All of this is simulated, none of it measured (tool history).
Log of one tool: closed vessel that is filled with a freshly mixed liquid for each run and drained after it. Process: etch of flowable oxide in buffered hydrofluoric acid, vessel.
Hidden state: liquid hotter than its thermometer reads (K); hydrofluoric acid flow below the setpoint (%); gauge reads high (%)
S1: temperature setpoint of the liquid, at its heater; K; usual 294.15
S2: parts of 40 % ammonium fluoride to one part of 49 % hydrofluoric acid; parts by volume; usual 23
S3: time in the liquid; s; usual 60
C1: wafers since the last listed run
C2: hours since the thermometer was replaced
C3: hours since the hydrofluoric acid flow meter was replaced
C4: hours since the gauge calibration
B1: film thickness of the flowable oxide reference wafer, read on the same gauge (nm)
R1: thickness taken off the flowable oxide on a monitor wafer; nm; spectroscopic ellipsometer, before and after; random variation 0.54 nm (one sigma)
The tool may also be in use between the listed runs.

run	hour	S1	S2	S3	C1	C2	C3	C4	B1	R1
1	0	294.15	26	60	0	2849.3	1297.9	403.9	50.02	69.06
2	73.7	297.65	20	60	7713	2923	1371.6	477.6	49.98	100.91
3	144.9	297.65	20	60	7452	2994.2	1442.8	548.8	50.02	101.11
4	207.5	297.65	20	60	6552	3056.8	1505.4	611.4	49.98	100.39
5	250.5	294.15	23	60	4500	3099.8	1548.4	654.4	50	74.36
6	292.8	294.15	23	60	4427	3142.1	1590.7	696.7	50.01	73.98
7	351.4	294.15	28	40	6133	3200.7	1649.3	755.3	50.01	43.47
8	397	294.15	30	60	4772	3246.3	1694.9	800.9	49.99	60.71
9	438.3	294.15	23	60	4322	3287.6	1736.2	842.2	49.98	75.4
# hour 448.2: thermometer replaced
10	467.1	294.15	23	60	2909	18.9	1765	871	50	73.99
11	512.1	294.15	23	60	4709	63.9	1810	916	50	73.5
# hour 563.4: gauge calibrated
12	569.1	294.15	17.5	60	5965	120.9	1867	5.7	49.99	90.54
13	618.7	294.15	23	60	5191	170.5	1916.6	55.3	50.01	73.37
14	679.3	294.15	28.5	80	6342	231.1	1977.2	115.9	49.99	84.07
15	722.9	294.15	23	60	4563	274.7	2020.8	159.5	50.02	74.01

Run 16 comes next. What will it give?
16	774.9	297.65	23	60	5442	326.7	2072.8	211.5	?	?

B1: 50.01
R1: 89.31 nm
Without the tool's hidden state the same run would have given R1 94.36 nm.
